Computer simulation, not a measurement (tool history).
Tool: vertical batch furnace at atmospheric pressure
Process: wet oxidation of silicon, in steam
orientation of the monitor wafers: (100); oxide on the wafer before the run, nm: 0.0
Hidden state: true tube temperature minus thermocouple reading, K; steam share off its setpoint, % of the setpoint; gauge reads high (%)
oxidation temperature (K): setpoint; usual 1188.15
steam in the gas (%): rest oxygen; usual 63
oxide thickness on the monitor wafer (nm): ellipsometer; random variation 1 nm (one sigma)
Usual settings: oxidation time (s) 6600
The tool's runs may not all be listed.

run     day  oxidation temperature (K)  oxidation time (s)  steam in the gas (%)  wafers since the last listed run  hours since the last temperature calibration  hours since the steam generator was serviced  hours since the gauge calibration  read-back reference wafer on the same gauge, thickness  oxide thickness on the monitor wafer (nm)
  1       0                    1188.15                6600                    63                                 0                                        2028.2                                        1098.4                             1358.6                                                  195.03                                      231.2
  2   3.017                    1188.15                6600                    63                              1270                                        2100.6                                        1170.8                               1431                                                  194.87                                     231.93
  3   6.379                    1188.15                6600                    63                              1415                                        2181.3                                        1251.5                             1511.7                                                  195.11                                     231.19
  4  10.762                    1188.15                6600                    63                              1845                                        2286.5                                        1356.7                             1616.9                                                  194.92                                     231.27
  5  14.958                    1188.15                6600                    63                              1766                                        2387.2                                        1457.4                             1717.6                                                  195.05                                     230.96
  6  17.225                    1188.15                6600                    63                               954                                        2441.6                                        1511.8                               1772                                                  195.06                                     231.76
  7  21.017                    1188.15                6600                    63                              1596                                        2532.6                                        1602.8                               1863                                                  195.07                                     230.28
  8   23.15                    1188.15                6600                    63                               898                                        2583.8                                          1654                             1914.2                                                  194.96                                     233.21
  9  26.783                    1188.15                8790                    63                              1529                                          2671                                        1741.2                             2001.4                                                  195.25                                      296.9
 10  29.754                    1188.15                8790                    63                              1250                                        2742.3                                        1812.5                             2072.7                                                  195.11                                     295.38
     30.567  -- gauge calibrated
     31.971  -- steam generator serviced
 11  32.446                    1188.15                8790                    63                               712                                        2806.9                                          11.4                               45.1                                                  194.88                                     295.78
 12  36.088                    1188.15                6600                    63                              1533                                        2894.3                                          98.8                              132.5                                                  195.24                                     232.98
 13  40.338                    1178.15                8730                    63                              1789                                        2996.3                                         200.8                              234.5                                                  194.98                                     262.96
 14  43.717                    1201.15                5370                    68                              1422                                        3077.4                                         281.9                              315.6                                                  194.96                                     240.34
 15  45.642                    1188.15                8640                    63                               810                                        3123.6                                         328.1                              361.8                                                  194.96                                     291.99
 16  49.062                    1202.15                5160                    63                              1440                                        3205.7                                         410.2                              443.9                                                  194.95                                     218.91
 17  55.796                    1188.15                6600                    63                              2834                                        3367.3                                         571.8                              605.5                                                  194.76                                     235.33
 18  58.221                    1188.15                4320                    71                              1021                                        3425.5                                           630                              663.7                                                  194.96                                      180.5
     61.846  -- thermocouples replaced and temperature profile calibrated
 19  64.383                    1188.15                6600                    63                              2173                                          60.9                                         777.9                              811.6                                                  194.52                                      221.7
 20  67.554                    1188.15                6600                    63                              1335                                           137                                           854                              887.7                                                  195.18                                     221.23
 21  71.396                    1196.15                4380                    63                              1617                                         229.2                                         946.2                              979.9                                                  194.92                                     172.54
 22  75.775                    1178.15                4080                    74                              1843                                         334.3                                        1051.3                               1085                                                  194.81                                      148.8
 23  78.688                    1165.15                3840                    66                              1226                                         404.2                                        1121.2                             1154.9                                                  194.88                                     105.97
 24  81.046                    1168.15                5070                    58                               992                                         460.8                                        1177.8                             1211.5                                                   194.7                                     125.22

Forecast each of these 3 alternatives for the next run:
  A  81.262                    1188.15                6600                    63                                91                                           466                                          1183                             1216.7                                                       ?                                          ?
  B  81.262                    1172.15                8100                    63                                91                                           466                                          1183                             1216.7                                                       ?                                          ?
  C  81.262                    1181.15                5430                    75                                91                                           466                                          1183                             1216.7                                                       ?                                          ?

run  read-back reference wafer on the same gauge, thickness  oxide thickness on the monitor wafer (nm)
  A                                                  194.85                                     225.12
  B                                                  194.85                                     220.52
  C                                                  194.85                                     203.75
Without the tool's hidden state the same runs would have given:
run  oxide thickness on the monitor wafer (nm)
  A                                     223.27
  B                                     218.35
  C                                     201.92

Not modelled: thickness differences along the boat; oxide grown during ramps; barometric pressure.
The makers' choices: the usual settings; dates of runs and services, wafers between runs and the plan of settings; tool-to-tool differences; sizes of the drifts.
